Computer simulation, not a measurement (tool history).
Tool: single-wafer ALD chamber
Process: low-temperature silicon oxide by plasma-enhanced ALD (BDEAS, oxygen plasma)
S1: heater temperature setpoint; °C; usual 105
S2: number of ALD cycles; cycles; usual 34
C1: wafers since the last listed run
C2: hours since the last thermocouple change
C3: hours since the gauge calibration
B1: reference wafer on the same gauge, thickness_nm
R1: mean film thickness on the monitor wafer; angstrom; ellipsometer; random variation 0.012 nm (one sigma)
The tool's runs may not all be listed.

run,hour,S1,S2,C1,C2,C3,B1,R1
1,0,97,39,0,2730.9,485.2,4.57,54.68
2,32.4,97,39,252,2763.3,517.6,4.573,54.77
3,68.1,105,39,278,2799,553.3,4.569,53.26
4,92.6,105,39,191,2823.5,577.8,4.57,53.38
5,117.7,105,32,195,2848.6,602.9,4.57,43.75
6,139.3,105,34,168,2870.2,624.5,4.569,46.71
7,167.7,105,34,221,2898.6,652.9,4.57,46.54
8,194.3,100,38,207,2925.2,679.5,4.566,52.8
9,226.2,100,38,248,2957.1,711.4,4.569,52.54
10,242.6,113,34,127,2973.5,727.8,4.573,45.71
11,258.6,113,34,124,2989.5,743.8,4.569,45.95
12,282.4,105,31,185,3013.3,767.6,4.569,42.46
13,308.8,105,31,205,3039.7,794,4.569,42.29
14,336.6,105,34,216,3067.5,821.8,4.572,46.37
# hour 357.6: thermocouple changed; heater temperature recalibrated
15,358.1,105,34,105,0.5,843.3,4.57,46.75
16,392.4,105,34,267,34.8,877.6,4.571,46.47
17,412.2,105,34,154,54.6,897.4,4.569,46.53
18,434.9,105,34,177,77.3,920.1,4.57,46.63
19,459.7,105,34,193,102.1,944.9,4.572,46.55
20,490.8,105,30,242,133.2,976,4.571,41.11
21,518.5,105,30,216,160.9,1003.7,4.572,41.17
22,537.7,105,30,149,180.1,1022.9,4.572,41.13
23,556.3,105,34,145,198.7,1041.5,4.57,46.71
24,582,109,34,200,224.4,1067.2,4.572,46.09
# hour 585.1: gauge calibrated
25,599.4,100,39,135,241.8,14.3,4.569,54.18
26,628.9,109,38,230,271.3,43.8,4.568,51.55
27,643.6,117,29,114,286,58.5,4.571,38.84
28,675.1,105,30,245,317.5,90,4.57,41.18
29,689.2,96,38,110,331.6,104.1,4.571,53.49
30,707.5,105,34,142,349.9,122.4,4.57,46.67
31,727.4,93,28,155,369.8,142.3,4.57,39.84
32,749.1,115,40,169,391.5,164,4.57,53.58
33,782.2,94,39,258,424.6,197.1,4.573,55.38
34,795.1,98,32,100,437.5,210,4.572,44.73
35,822.6,117,28,214,465,237.5,4.568,37.48

Run 36 comes next. What will it give?
36,855.4,94,37,255,497.8,270.3,?,?

Run 36 gave B1 4.57, R1 52.86 angstrom.
Without the tool's hidden state the same run would have given R1 52.86 angstrom.

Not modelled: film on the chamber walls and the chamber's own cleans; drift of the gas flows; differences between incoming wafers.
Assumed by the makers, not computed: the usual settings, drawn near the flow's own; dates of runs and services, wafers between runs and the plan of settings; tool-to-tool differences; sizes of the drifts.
